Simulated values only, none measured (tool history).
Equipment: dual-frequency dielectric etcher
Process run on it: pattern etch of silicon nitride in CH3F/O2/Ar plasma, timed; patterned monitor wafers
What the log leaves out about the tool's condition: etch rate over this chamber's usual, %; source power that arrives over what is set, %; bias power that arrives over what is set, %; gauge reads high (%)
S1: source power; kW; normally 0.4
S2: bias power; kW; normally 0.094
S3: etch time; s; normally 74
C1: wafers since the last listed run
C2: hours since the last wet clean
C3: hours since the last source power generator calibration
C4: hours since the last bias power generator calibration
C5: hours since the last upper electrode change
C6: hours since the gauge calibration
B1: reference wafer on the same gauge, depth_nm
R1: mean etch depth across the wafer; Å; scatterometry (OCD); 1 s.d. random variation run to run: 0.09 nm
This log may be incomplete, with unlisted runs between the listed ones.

Run 1, hour 0: usual settings; C1 0; C2 216.8; C3 2362.6; C4 2693.3; C5 4548; C6 11.4; B1 66.8. Result: R1 590 Å.
Run 2, hour 12.6: usual settings; C1 89; C2 229.4; C3 2375.2; C4 2705.9; C5 4560.6; C6 24; B1 66.8. Result: R1 590 Å.
Run 3, hour 24.2: usual settings; C1 82; C2 241; C3 2386.8; C4 2717.5; C5 4572.2; C6 35.6; B1 66.8. Result: R1 590 Å.
Run 4, hour 39.6: usual settings; C1 109; C2 256.4; C3 2402.2; C4 2732.9; C5 4587.6; C6 51; B1 66.8. Result: R1 591 Å.
Run 5, hour 54.7: usual settings; C1 107; C2 271.5; C3 2417.3; C4 2748; C5 4602.7; C6 66.1; B1 66.8. Result: R1 591 Å.
Run 6, hour 67.7: usual settings; C1 92; C2 284.5; C3 2430.3; C4 2761; C5 4615.7; C6 79.1; B1 66.8. Result: R1 588 Å.
Run 7, hour 80.5: usual settings but S1 0.43 kW; C1 91; C2 297.3; C3 2443.1; C4 2773.8; C5 4628.5; C6 91.9; B1 66.8. Result: R1 607 Å.
Run 8, hour 90.9: usual settings; C1 74; C2 307.7; C3 2453.5; C4 2784.2; C5 4638.9; C6 102.3; B1 66.8. Result: R1 589 Å.
Run 9, hour 102.9: usual settings; C1 85; C2 319.7; C3 2465.5; C4 2796.2; C5 4650.9; C6 114.3; B1 66.8. Result: R1 589 Å.
Run 10, hour 119.8: usual settings; C1 120; C2 336.6; C3 2482.4; C4 2813.1; C5 4667.8; C6 131.2; B1 66.8. Result: R1 587 Å.
Run 11, hour 135.8: usual settings but S3 85.5 s; C1 114; C2 352.6; C3 2498.4; C4 2829.1; C5 4683.8; C6 147.2; B1 66.8. Result: R1 679 Å.
At hour 160.8: upper electrode replaced.
At hour 162.4: wet clean of the chamber.
Run 12, hour 162.9: usual settings but S3 85.5 s; C1 10; C2 0.5; C3 2525.5; C4 2856.2; C5 2.1; C6 174.3; B1 66.8. Result: R1 689 Å.
Run 13, hour 164.5: usual settings but S2 0.108 kW; C1 11; C2 2.1; C3 2527.1; C4 2857.8; C5 3.7; C6 175.9; B1 66.8. Result: R1 621 Å.
Run 14, hour 173.7: usual settings; C1 65; C2 11.3; C3 2536.3; C4 2867; C5 12.9; C6 185.1; B1 66.8. Result: R1 596 Å.
Run 15, hour 199.9: usual settings but S1 0.44 kW, S2 0.085 kW, S3 92 s; C1 186; C2 37.5; C3 2562.5; C4 2893.2; C5 39.1; C6 211.3; B1 66.8. Result: R1 750 Å.
Run 16, hour 207.2: usual settings but S1 0.43 kW; C1 52; C2 44.8; C3 2569.8; C4 2900.5; C5 46.4; C6 218.6; B1 66.8. Result: R1 613 Å.
Run 17, hour 217.6: usual settings but S1 0.5 kW, S2 0.08 kW, S3 93 s; C1 74; C2 55.2; C3 2580.2; C4 2910.9; C5 56.8; C6 229; B1 66.8. Result: R1 787 Å.
At hour 224.3: bias power generator calibrated.
Run 18, hour 228.8: usual settings; C1 51; C2 66.4; C3 2591.4; C4 4.5; C5 68; C6 240.2; B1 66.8. Result: R1 594 Å.
Run 19, hour 237.4: usual settings; C1 61; C2 75; C3 2600; C4 13.1; C5 76.6; C6 248.8; B1 66.8. Result: R1 595 Å.
At hour 279.2: source power generator calibrated.
Run 20, hour 287.6: usual settings but S1 0.35 kW, S2 0.074 kW; C1 329; C2 125.2; C3 8.4; C4 63.3; C5 126.8; C6 299; B1 66.8. Result: R1 520 Å.

Estimate the outcome of run 21 from the log above:
At hour 323.9: gauge calibrated.
Run 21, hour 334.5: usual settings; C1 334; C2 172.1; C3 55.3; C4 110.2; C5 173.7; C6 10.6; B1 ?. Result: R1 ?.

B1: 66.8
R1: 592 Å
Minus the tool's unlogged condition, the same run would have read R1 598 Å.
